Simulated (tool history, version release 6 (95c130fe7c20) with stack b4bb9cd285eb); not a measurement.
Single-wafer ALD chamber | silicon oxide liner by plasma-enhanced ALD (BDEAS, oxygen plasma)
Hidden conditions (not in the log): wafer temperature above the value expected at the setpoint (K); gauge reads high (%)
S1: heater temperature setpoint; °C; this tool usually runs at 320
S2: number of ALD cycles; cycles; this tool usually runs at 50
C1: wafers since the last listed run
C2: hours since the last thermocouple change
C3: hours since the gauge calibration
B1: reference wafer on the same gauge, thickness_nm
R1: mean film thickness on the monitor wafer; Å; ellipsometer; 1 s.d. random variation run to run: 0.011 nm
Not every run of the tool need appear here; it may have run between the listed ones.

{"run": 1, "hour": 0.0, "S1": 320, "S2": 50, "C1": 0, "C2": 805.4, "C3": 794.7, "B1": 4.634, "R1": 41.55}
{"run": 2, "hour": 37.1, "S1": 320, "S2": 50, "C1": 297, "C2": 842.5, "C3": 831.8, "B1": 4.636, "R1": 41.64}
{"run": 3, "hour": 110.8, "S1": 320, "S2": 50, "C1": 590, "C2": 916.2, "C3": 905.5, "B1": 4.634, "R1": 41.5}
{"run": 4, "hour": 205.8, "S1": 320, "S2": 50, "C1": 761, "C2": 1011.2, "C3": 1000.5, "B1": 4.633, "R1": 41.68}
{"run": 5, "hour": 260.9, "S1": 320, "S2": 53, "C1": 441, "C2": 1066.3, "C3": 1055.6, "B1": 4.63, "R1": 44.07}
{"run": 6, "hour": 364.3, "S1": 320, "S2": 53, "C1": 829, "C2": 1169.7, "C3": 1159.0, "B1": 4.631, "R1": 44.02}
{"run": 7, "hour": 494.4, "S1": 320, "S2": 53, "C1": 1043, "C2": 1299.8, "C3": 1289.1, "B1": 4.624, "R1": 44.07}
{"hour": 497.2, "done": "gauge calibrated"}
{"run": 8, "hour": 533.4, "S1": 312, "S2": 55, "C1": 312, "C2": 1338.8, "C3": 36.2, "B1": 4.745, "R1": 47.63}
{"run": 9, "hour": 606.2, "S1": 312, "S2": 56, "C1": 583, "C2": 1411.6, "C3": 109.0, "B1": 4.73, "R1": 48.29}
{"run": 10, "hour": 689.6, "S1": 333, "S2": 57, "C1": 668, "C2": 1495.0, "C3": 192.4, "B1": 4.708, "R1": 46.96}
{"run": 11, "hour": 752.0, "S1": 320, "S2": 50, "C1": 500, "C2": 1557.4, "C3": 254.8, "B1": 4.703, "R1": 42.22}
{"hour": 805.8, "done": "thermocouple changed; heater temperature recalibrated"}
{"run": 12, "hour": 809.3, "S1": 313, "S2": 45, "C1": 395, "C2": 3.5, "C3": 312.1, "B1": 4.695, "R1": 38.26}
{"run": 13, "hour": 900.4, "S1": 316, "S2": 59, "C1": 730, "C2": 94.6, "C3": 403.2, "B1": 4.684, "R1": 49.94}

What will run 14 give?
{"run": 14, "hour": 1008.2, "S1": 326, "S2": 58, "C1": 864, "C2": 202.4, "C3": 511.0, "B1": "?", "R1": "?"}

{"run 14": {"B1": 4.673, "R1": 48.04}}
On a tool with no hidden condition, and with the same random variation, this run would have come out at R1 48.71 Å.
